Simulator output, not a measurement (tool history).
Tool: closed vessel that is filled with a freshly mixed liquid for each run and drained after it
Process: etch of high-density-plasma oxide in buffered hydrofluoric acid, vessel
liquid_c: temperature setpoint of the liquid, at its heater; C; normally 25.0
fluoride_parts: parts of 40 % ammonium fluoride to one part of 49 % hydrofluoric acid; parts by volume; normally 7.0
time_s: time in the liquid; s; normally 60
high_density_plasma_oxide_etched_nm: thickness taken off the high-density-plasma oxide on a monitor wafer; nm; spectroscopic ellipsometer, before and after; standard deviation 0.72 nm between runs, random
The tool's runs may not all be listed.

run,day,liquid_c,fluoride_parts,time_s,"read-back film thickness of the high-density-plasma oxide reference wafer, read on the same gauge (nm)",high_density_plasma_oxide_etched_nm
1,0.000,25.0,7.0,60,110.02,124.49
2,2.288,25.0,7.0,60,110.00,126.55
3,5.562,25.0,7.0,60,110.01,126.17
4,7.712,25.0,7.0,60,109.99,126.66
5,11.279,25.0,7.0,60,110.04,126.52
# day 14.142: hydrofluoric acid flow meter replaced
6,14.362,25.0,7.0,60,109.98,120.94
7,16.796,25.0,7.0,60,110.04,119.77
8,21.167,25.0,8.0,60,109.99,105.05
9,23.075,25.0,7.0,60,109.98,121.47
10,25.125,25.0,7.0,75,110.02,150.59
11,28.304,25.0,7.0,60,109.99,121.10
12,30.504,25.0,7.0,60,110.00,120.82
# day 31.842: gauge calibrated
13,33.004,27.5,7.0,30,110.00,68.82
# day 34.504: thermometer replaced
14,35.833,29.0,8.5,80,110.00,165.95
15,39.758,20.5,5.0,35,109.99,74.77
16,43.454,27.5,5.0,70,110.02,219.20

Consider 5 possible next runs. They are alternatives, not a sequence: every one starts from the tool as it was left by run 16. What does each give?
A,43.483,25.0,7.0,60,?,?
B,43.483,22.5,9.5,60,?,?
C,43.483,23.0,7.0,80,?,?
D,43.483,29.0,7.0,75,?,?
E,43.483,23.0,7.0,60,?,?

run,"read-back film thickness of the high-density-plasma oxide reference wafer, read on the same gauge (nm)",high_density_plasma_oxide_etched_nm
A,109.97,123.16
B,109.97,78.76
C,109.97,147.27
D,109.97,190.59
E,109.97,110.45
The same runs, with their run-to-run variation unchanged, on a tool lacking any hidden condition would have given:
run,high_density_plasma_oxide_etched_nm
A,121.06
B,77.78
C,144.76
D,187.35
E,108.57

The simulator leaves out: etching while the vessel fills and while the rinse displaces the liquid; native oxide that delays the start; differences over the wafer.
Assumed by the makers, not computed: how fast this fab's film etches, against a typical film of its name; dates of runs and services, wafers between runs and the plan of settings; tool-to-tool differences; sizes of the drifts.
